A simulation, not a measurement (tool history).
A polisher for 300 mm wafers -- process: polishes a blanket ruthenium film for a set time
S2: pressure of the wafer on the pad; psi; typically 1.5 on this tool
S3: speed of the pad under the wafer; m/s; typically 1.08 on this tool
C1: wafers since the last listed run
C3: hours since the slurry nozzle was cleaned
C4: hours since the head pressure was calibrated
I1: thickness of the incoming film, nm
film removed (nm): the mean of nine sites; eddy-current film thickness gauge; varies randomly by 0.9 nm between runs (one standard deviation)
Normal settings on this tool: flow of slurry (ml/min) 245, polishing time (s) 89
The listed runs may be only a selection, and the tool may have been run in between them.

Run 1, hour 0.0: usual settings but flow of slurry (ml/min) 265; C1 0; wafers polished on this pad 81; C3 387.0; C4 454.1; I1 368.6. Result: film removed (nm) 87.4.
Run 2, hour 9.3: usual settings; C1 79; wafers polished on this pad 160; C3 396.3; C4 463.4; I1 369.9. Result: film removed (nm) 83.1.
Run 3, hour 26.4: usual settings; C1 146; wafers polished on this pad 306; C3 413.4; C4 480.5; I1 370.5. Result: film removed (nm) 83.1.
Run 4, hour 33.4: usual settings; C1 59; wafers polished on this pad 366; C3 420.4; C4 487.5; I1 374.5. Result: film removed (nm) 83.0.
Run 5, hour 44.7: usual settings; C1 96; wafers polished on this pad 463; C3 431.7; C4 498.8; I1 365.0. Result: film removed (nm) 82.1.
Run 6, hour 74.3: usual settings; C1 253; wafers polished on this pad 716; C3 461.3; C4 528.4; I1 367.9. Result: film removed (nm) 80.5.
At hour 90.7: worn pad replaced by a new one.
Run 7, hour 102.2: usual settings; C1 204; wafers polished on this pad 97; C3 489.2; C4 556.3; I1 368.6. Result: film removed (nm) 86.2.
Run 8, hour 111.9: usual settings; C1 82; wafers polished on this pad 180; C3 498.9; C4 566.0; I1 366.0. Result: film removed (nm) 84.1.
Run 9, hour 128.5: usual settings; C1 141; wafers polished on this pad 322; C3 515.5; C4 582.6; I1 374.5. Result: film removed (nm) 84.0.
Run 10, hour 143.0: usual settings; C1 123; wafers polished on this pad 446; C3 530.0; C4 597.1; I1 367.4. Result: film removed (nm) 80.1.
Run 11, hour 158.0: usual settings; C1 128; wafers polished on this pad 574; C3 545.0; C4 612.1; I1 362.5. Result: film removed (nm) 81.3.
Run 12, hour 174.2: usual settings; C1 138; wafers polished on this pad 713; C3 561.2; C4 628.3; I1 372.1. Result: film removed (nm) 81.2.
At hour 199.6: worn pad replaced by a new one.
Run 13, hour 227.9: usual settings; C1 424; wafers polished on this pad 242; C3 614.9; C4 682.0; I1 366.0. Result: film removed (nm) 84.0.
Run 14, hour 235.2: usual settings; C1 62; wafers polished on this pad 304; C3 622.2; C4 689.3; I1 371.4. Result: film removed (nm) 82.8.
At hour 250.9: head pressure recalibrated.
Run 15, hour 251.4: usual settings; C1 121; wafers polished on this pad 426; C3 638.4; C4 0.5; I1 370.1. Result: film removed (nm) 81.6.
At hour 256.8: slurry nozzle cleaned.
Run 16, hour 263.7: usual settings but flow of slurry (ml/min) 215, S2 1.0 psi, S3 0.72 m/s; C1 96; wafers polished on this pad 522; C3 6.9; C4 12.8; I1 370.8. Result: film removed (nm) 40.5.
Run 17, hour 271.0: usual settings but flow of slurry (ml/min) 305, polishing time (s) 103; C1 62; wafers polished on this pad 585; C3 14.2; C4 20.1; I1 371.0. Result: film removed (nm) 94.2.
Run 18, hour 279.2: usual settings but flow of slurry (ml/min) 270, polishing time (s) 114; C1 70; wafers polished on this pad 655; C3 22.4; C4 28.3; I1 370.4. Result: film removed (nm) 103.5.
Run 19, hour 291.4: usual settings; C1 104; wafers polished on this pad 759; C3 34.6; C4 40.5; I1 375.3. Result: film removed (nm) 79.7.
At hour 306.3: worn pad replaced by a new one.
Run 20, hour 306.8: usual settings but flow of slurry (ml/min) 295, S2 1.4 psi; C1 97; wafers polished on this pad 4; C3 50.0; C4 55.9; I1 370.2. Result: film removed (nm) 84.0.
Run 21, hour 345.8: usual settings but flow of slurry (ml/min) 275, S2 1.3 psi; C1 333; wafers polished on this pad 337; C3 89.0; C4 94.9; I1 369.0. Result: film removed (nm) 73.2.
Run 22, hour 356.3: usual settings but flow of slurry (ml/min) 320, S2 1.1 psi, S3 0.74 m/s, polishing time (s) 119; C1 89; wafers polished on this pad 427; C3 99.5; C4 105.4; I1 371.5. Result: film removed (nm) 63.8.
Run 23, hour 369.6: usual settings but S3 1.32 m/s, polishing time (s) 100; C1 113; wafers polished on this pad 540; C3 112.8; C4 118.7; I1 374.9. Result: film removed (nm) 106.8.
Run 24, hour 384.3: usual settings but S2 2.0 psi, S3 1.40 m/s, polishing time (s) 97; C1 125; wafers polished on this pad 666; C3 127.5; C4 133.4; I1 364.0. Result: film removed (nm) 143.2.
Run 25, hour 391.4: usual settings but S2 1.8 psi, polishing time (s) 70; C1 60; wafers polished on this pad 727; C3 134.6; C4 140.5; I1 362.1. Result: film removed (nm) 74.2.
Run 26, hour 400.5: usual settings but S2 1.3 psi, S3 1.36 m/s; C1 77; wafers polished on this pad 805; C3 143.7; C4 149.6; I1 370.8. Result: film removed (nm) 85.2.
Run 27, hour 414.5: usual settings but flow of slurry (ml/min) 305, polishing time (s) 119; C1 119; wafers polished on this pad 924; C3 157.7; C4 163.6; I1 375.0. Result: film removed (nm) 110.8.
Run 28, hour 425.0: usual settings; C1 89; wafers polished on this pad 1014; C3 168.2; C4 174.1; I1 374.3. Result: film removed (nm) 79.5.

4 ways to go on from here, each from the tool as it stands after run 28. What would each give?
Run A, hour 425.4: usual settings but S2 2.0 psi; C1 3; wafers polished on this pad 1017; C3 168.6; C4 174.5; I1 375.6. Result: film removed (nm) ?.
Run B, hour 425.4: usual settings but flow of slurry (ml/min) 280, S2 1.3 psi, S3 1.22 m/s, polishing time (s) 111; C1 3; wafers polished on this pad 1017; C3 168.6; C4 174.5; I1 375.6. Result: film removed (nm) ?.
Run C, hour 425.4: usual settings but flow of slurry (ml/min) 160, S2 1.8 psi, S3 1.22 m/s, polishing time (s) 117; C1 3; wafers polished on this pad 1017; C3 168.6; C4 174.5; I1 375.6. Result: film removed (nm) ?.
Run D, hour 425.4: usual settings but S2 1.1 psi, S3 0.80 m/s, polishing time (s) 104; C1 3; wafers polished on this pad 1017; C3 168.6; C4 174.5; I1 375.6. Result: film removed (nm) ?.

run  film removed (nm)
  A              106.1
  B              100.7
  C              131.0
  D               57.6
Take away the tool's hidden state, keep each run's random variation, and the runs would have read:
run  film removed (nm)
  A              115.9
  B              110.0
  C              143.1
  D               62.9

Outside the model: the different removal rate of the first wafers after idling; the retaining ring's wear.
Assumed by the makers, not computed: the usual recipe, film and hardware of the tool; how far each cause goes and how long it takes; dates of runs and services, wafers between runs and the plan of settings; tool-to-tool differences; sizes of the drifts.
